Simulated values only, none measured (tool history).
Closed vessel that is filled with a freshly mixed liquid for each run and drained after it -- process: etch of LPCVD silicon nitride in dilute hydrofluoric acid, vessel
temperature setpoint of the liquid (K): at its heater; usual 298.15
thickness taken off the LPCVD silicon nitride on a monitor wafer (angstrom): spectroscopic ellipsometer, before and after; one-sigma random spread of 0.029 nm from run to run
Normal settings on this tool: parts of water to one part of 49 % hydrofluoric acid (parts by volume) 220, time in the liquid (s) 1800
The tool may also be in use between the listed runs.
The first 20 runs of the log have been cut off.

| run | hour | temperature setpoint of the liquid (K) | parts of water to one part of 49 % hydrofluoric acid (parts by volume) | time in the liquid (s) | wafers since the last listed run | hours since the thermometer was replaced | hours since the hydrofluoric acid flow meter was replaced | hours since the gauge calibration | read-back film thickness of the LPCVD silicon nitride reference wafer, read on the same gauge (nm) | thickness taken off the LPCVD silicon nitride on a monitor wafer (angstrom) |
|---|---|---|---|---|---|---|---|---|---|---|
| 21 | 1996.6 | 298.15 | 220 | 1800 | 14674 | 797.7 | 794.5 | 1613.6 | 69.941 | 44.34 |
|  | 2059.6 | thermometer replaced |
| 22 | 2096.9 | 296.65 | 125 | 760 | 5253 | 37.3 | 894.8 | 1713.9 | 70.054 | 29.95 |
|  | 2133.5 | gauge calibrated |
| 23 | 2202.5 | 302.15 | 145 | 2070 | 5586 | 142.9 | 1000.4 | 69 | 69.999 | 100.7 |
|  | 2267.4 | hydrofluoric acid flow meter replaced |
| 24 | 2303.6 | 298.15 | 130 | 1800 | 5295 | 244 | 36.2 | 170.1 | 69.972 | 69.69 |
| 25 | 2380.8 | 299.65 | 115 | 2780 | 4083 | 321.2 | 113.4 | 247.3 | 69.986 | 136.16 |
| 26 | 2478.5 | 298.15 | 220 | 1800 | 5168 | 418.9 | 211.1 | 345 | 70.004 | 42.22 |
| 27 | 2519.6 | 298.15 | 220 | 1325 | 2174 | 460 | 252.2 | 386.1 | 70.005 | 31.32 |
| 28 | 2567.3 | 298.15 | 220 | 1350 | 2523 | 507.7 | 299.9 | 433.8 | 70.038 | 31.56 |
| 29 | 2612.4 | 302.65 | 170 | 1800 | 2385 | 552.8 | 345 | 478.9 | 70.005 | 73.38 |
| 30 | 2691.3 | 301.15 | 305 | 1800 | 4173 | 631.7 | 423.9 | 557.8 | 69.972 | 37.27 |
| 31 | 2790.3 | 298.15 | 220 | 1475 | 5237 | 730.7 | 522.9 | 656.8 | 69.989 | 35.08 |

Branching from run 31: 5 alternative next runs. What would each branch give?
| A | 2791.5 | 301.15 | 220 | 1800 | 63 | 731.9 | 524.1 | 658 | ? | ? |
| B | 2791.5 | 298.15 | 220 | 985 | 63 | 731.9 | 524.1 | 658 | ? | ? |
| C | 2791.5 | 302.15 | 140 | 950 | 63 | 731.9 | 524.1 | 658 | ? | ? |
| D | 2791.5 | 296.65 | 265 | 2510 | 63 | 731.9 | 524.1 | 658 | ? | ? |
| E | 2791.5 | 298.15 | 220 | 1090 | 63 | 731.9 | 524.1 | 658 | ? | ? |

| run | read-back film thickness of the LPCVD silicon nitride reference wafer, read on the same gauge (nm) | thickness taken off the LPCVD silicon nitride on a monitor wafer (angstrom) |
|---|---|---|
| A | 69.988 | 51.58 |
| B | 69.988 | 23.47 |
| C | 69.988 | 45.69 |
| D | 69.988 | 45.29 |
| E | 69.988 | 25.97 |
What these runs would have given with no unlogged condition in the tool:
| run | thickness taken off the LPCVD silicon nitride on a monitor wafer (angstrom) |
|---|---|
| A | 49.66 |
| B | 22.61 |
| C | 44 |
| D | 43.65 |
| E | 25.02 |
